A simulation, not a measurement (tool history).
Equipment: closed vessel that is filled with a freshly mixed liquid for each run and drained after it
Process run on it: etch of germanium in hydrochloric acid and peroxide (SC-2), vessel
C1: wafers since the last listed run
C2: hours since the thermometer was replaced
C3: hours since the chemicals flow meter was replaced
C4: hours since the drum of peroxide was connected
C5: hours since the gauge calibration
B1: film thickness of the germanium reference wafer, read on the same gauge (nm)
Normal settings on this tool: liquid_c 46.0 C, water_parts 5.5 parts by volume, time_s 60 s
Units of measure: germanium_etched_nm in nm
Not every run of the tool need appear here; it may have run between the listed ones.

run 1 hour=0.0 | liquid_c=46.0 water_parts=5.5 time_s=60 | C1=0 C2=525.6 C3=571.0 C4=385.3 C5=213.5 | B1=119.98 | germanium_etched_nm=123.83
run 2 hour=14.6 | liquid_c=49.0 water_parts=5.5 time_s=60 | C1=1210 C2=540.2 C3=585.6 C4=399.9 C5=228.1 | B1=119.99 | germanium_etched_nm=135.15
run 3 hour=50.5 | liquid_c=49.0 water_parts=5.5 time_s=60 | C1=2977 C2=576.1 C3=621.5 C4=435.8 C5=264.0 | B1=119.99 | germanium_etched_nm=133.56
run 4 hour=70.6 | liquid_c=46.0 water_parts=5.5 time_s=60 | C1=1666 C2=596.2 C3=641.6 C4=455.9 C5=284.1 | B1=119.99 | germanium_etched_nm=122.86
run 5 hour=106.6 | liquid_c=46.0 water_parts=5.5 time_s=60 | C1=2985 C2=632.2 C3=677.6 C4=491.9 C5=320.1 | B1=119.99 | germanium_etched_nm=122.55
run 6 hour=135.9 | liquid_c=46.0 water_parts=5.5 time_s=60 | C1=2429 C2=661.5 C3=706.9 C4=521.2 C5=349.4 | B1=120.01 | germanium_etched_nm=121.17
run 7 hour=148.8 | liquid_c=46.0 water_parts=5.5 time_s=60 | C1=1069 C2=674.4 C3=719.8 C4=534.1 C5=362.3 | B1=119.99 | germanium_etched_nm=121.90
run 8 hour=163.5 | liquid_c=46.0 water_parts=5.5 time_s=60 | C1=1219 C2=689.1 C3=734.5 C4=548.8 C5=377.0 | B1=119.99 | germanium_etched_nm=121.14
run 9 hour=192.4 | liquid_c=46.0 water_parts=5.5 time_s=60 | C1=2396 C2=718.0 C3=763.4 C4=577.7 C5=405.9 | B1=120.01 | germanium_etched_nm=120.57
run 10 hour=223.1 | liquid_c=46.0 water_parts=5.5 time_s=60 | C1=2545 C2=748.7 C3=794.1 C4=608.4 C5=436.6 | B1=120.00 | germanium_etched_nm=120.87
run 11 hour=272.6 | liquid_c=46.0 water_parts=5.5 time_s=60 | C1=4104 C2=798.2 C3=843.6 C4=657.9 C5=486.1 | B1=119.99 | germanium_etched_nm=119.83
-- hour=288.4 gauge calibrated
-- hour=292.4 new drum of peroxide connected
run 12 hour=306.1 | liquid_c=46.0 water_parts=4.0 time_s=60 | C1=2695 C2=831.7 C3=877.1 C4=13.7 C5=17.7 | B1=120.00 | germanium_etched_nm=121.47
-- hour=313.5 chemicals flow meter replaced
-- hour=329.5 thermometer replaced
run 13 hour=338.0 | liquid_c=40.0 water_parts=4.0 time_s=60 | C1=2479 C2=8.5 C3=24.5 C4=45.6 C5=49.6 | B1=120.01 | germanium_etched_nm=102.45
run 14 hour=367.2 | liquid_c=46.0 water_parts=5.5 time_s=75 | C1=2421 C2=37.7 C3=53.7 C4=74.8 C5=78.8 | B1=120.01 | germanium_etched_nm=157.66
run 15 hour=381.5 | liquid_c=46.0 water_parts=5.5 time_s=60 | C1=1185 C2=52.0 C3=68.0 C4=89.1 C5=93.1 | B1=119.99 | germanium_etched_nm=125.19
run 16 hour=406.2 | liquid_c=46.0 water_parts=5.5 time_s=85 | C1=2048 C2=76.7 C3=92.7 C4=113.8 C5=117.8 | B1=119.99 | germanium_etched_nm=176.53
run 17 hour=432.5 | liquid_c=46.0 water_parts=5.5 time_s=60 | C1=2181 C2=103.0 C3=119.0 C4=140.1 C5=144.1 | B1=120.01 | germanium_etched_nm=125.27
run 18 hour=462.7 | liquid_c=39.0 water_parts=4.5 time_s=60 | C1=2504 C2=133.2 C3=149.2 C4=170.3 C5=174.3 | B1=119.97 | germanium_etched_nm=98.66
run 19 hour=492.3 | liquid_c=36.5 water_parts=4.0 time_s=40 | C1=2454 C2=162.8 C3=178.8 C4=199.9 C5=203.9 | B1=120.02 | germanium_etched_nm=59.94
run 20 hour=505.6 | liquid_c=40.0 water_parts=5.5 time_s=80 | C1=1102 C2=176.1 C3=192.1 C4=213.2 C5=217.2 | B1=120.00 | germanium_etched_nm=135.87
run 21 hour=541.1 | liquid_c=46.0 water_parts=4.0 time_s=60 | C1=2943 C2=211.6 C3=227.6 C4=248.7 C5=252.7 | B1=120.00 | germanium_etched_nm=125.19
run 22 hour=558.5 | liquid_c=41.5 water_parts=5.5 time_s=85 | C1=1442 C2=229.0 C3=245.0 C4=266.1 C5=270.1 | B1=120.00 | germanium_etched_nm=150.80
run 23 hour=571.9 | liquid_c=46.0 water_parts=5.5 time_s=60 | C1=1111 C2=242.4 C3=258.4 C4=279.5 C5=283.5 | B1=120.01 | germanium_etched_nm=123.45

Forecast each of these 4 alternatives for the next run:
run A hour=572.6 | liquid_c=46.0 water_parts=5.5 time_s=60 | C1=58 C2=243.1 C3=259.1 C4=280.2 C5=284.2 | B1=? | germanium_etched_nm=?
run B hour=572.6 | liquid_c=43.5 water_parts=5.5 time_s=45 | C1=58 C2=243.1 C3=259.1 C4=280.2 C5=284.2 | B1=? | germanium_etched_nm=?
run C hour=572.6 | liquid_c=51.5 water_parts=7.0 time_s=95 | C1=58 C2=243.1 C3=259.1 C4=280.2 C5=284.2 | B1=? | germanium_etched_nm=?
run D hour=572.6 | liquid_c=46.0 water_parts=4.5 time_s=30 | C1=58 C2=243.1 C3=259.1 C4=280.2 C5=284.2 | B1=? | germanium_etched_nm=?

run=A B1=120.00 germanium_etched_nm=123.66
run=B B1=120.00 germanium_etched_nm=85.32
run=C B1=120.00 germanium_etched_nm=231.62
run=D B1=120.00 germanium_etched_nm=62.08
With the hidden condition removed and each run's random variation left untouched, the same runs would have given:
run=A germanium_etched_nm=125.34
run=B germanium_etched_nm=86.51
run=C germanium_etched_nm=234.64
run=D germanium_etched_nm=62.93
